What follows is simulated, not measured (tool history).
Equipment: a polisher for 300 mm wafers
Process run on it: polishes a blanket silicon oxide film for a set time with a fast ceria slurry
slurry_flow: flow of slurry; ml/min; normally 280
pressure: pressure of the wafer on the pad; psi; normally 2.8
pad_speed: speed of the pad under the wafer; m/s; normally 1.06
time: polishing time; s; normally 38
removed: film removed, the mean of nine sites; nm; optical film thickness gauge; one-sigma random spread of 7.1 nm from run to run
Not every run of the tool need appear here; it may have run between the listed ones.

run	hour	slurry_flow	pressure	pad_speed	time	wafers since the last listed run	wafers polished on this pad	hours since the slurry nozzle was cleaned	hours since the head pressure was calibrated	incoming thickness of the incoming film, nm	removed
1	0	280	2.8	1.06	38	0	1146	22.7	480.5	1759.3	516.2
2	89.4	280	2.8	1.06	35	732	1879	112.1	569.9	1794.2	457.6
# hour 168.2: worn pad replaced by a new one
3	193.8	280	2.8	1.06	35	822	209	216.5	674.3	1791.7	504.8
4	275.5	280	2.8	1.06	35	669	878	298.2	756	1776.8	478
5	319.7	280	2.8	1.06	38	362	1240	342.4	800.2	1789.2	516.1
# hour 325.7: head pressure recalibrated
# hour 331.2: slurry nozzle cleaned
6	367.1	280	2.8	1.06	38	363	1604	35.9	41.4	1751.2	499.3
# hour 450.3: worn pad replaced by a new one
7	467.7	315	3.1	1.06	38	791	142	136.5	142	1793	620.9
8	515.5	230	2.8	0.8	38	391	534	184.3	189.8	1777.5	400.4
9	605.7	230	2.8	0.8	38	738	1273	274.5	280	1802.8	375.9
# hour 624.7: slurry nozzle cleaned
10	673.1	230	2.8	0.8	38	543	1817	48.4	347.4	1785.2	370.7
11	731.9	280	2.8	1.06	38	481	2298	107.2	406.2	1788.2	495.5
# hour 804.2: worn pad replaced by a new one, of another model than before
# hour 919.9: slurry nozzle cleaned
12	1045.6	280	2.8	1.06	49	2528	1969	125.7	719.9	1783.5	644.6
# hour 1057.6: head pressure recalibrated
13	1141	280	2.8	1.06	38	765	2734	221.1	83.4	1808.6	495.3
# hour 1158.1: worn pad replaced by a new one
14	1187.6	280	2.8	0.68	38	348	241	267.7	130	1779.2	403.3
15	1236.6	280	2.8	0.74	38	401	642	316.7	179	1799.9	420.9
# hour 1258.4: slurry nozzle cleaned
16	1297.4	180	2.8	1.06	49	489	1132	39	239.8	1795.1	642.2
17	1387.1	280	2.8	1.06	34	734	1867	128.7	329.5	1779.2	438.6
18	1434.4	190	2.8	1.06	38	387	2255	176	376.8	1777.6	482.7
# hour 1456.4: worn pad replaced by a new one
19	1493.5	280	2.8	1.06	45	451	303	235.1	435.9	1780.6	656.4
20	1549.3	280	2.8	1.06	38	457	761	290.9	491.7	1774.2	535.1
# hour 1608.8: slurry nozzle cleaned
21	1626	195	2.8	1.06	38	620	1381	17.2	568.4	1805	501.6

For each run, what was the tool's unlogged condition?
slurry flow missing at the pad, %: 0 across all the runs
deviation of the head's pressure from its setpoint, %: 0 across all the runs
H1: removal rate lost through wear of the pad, %
run	H1
1	9.24
2	11.2
3	3.66
4	8.94
5	10.5
6	11.6
7	2.17
8	6.01
9	9.92
10	11.3
11	12
12	12
13	12.8
14	4.47
15	7.97
16	10.6
17	12.6
18	13.1
19	3.76
20	7.37
21	10.1
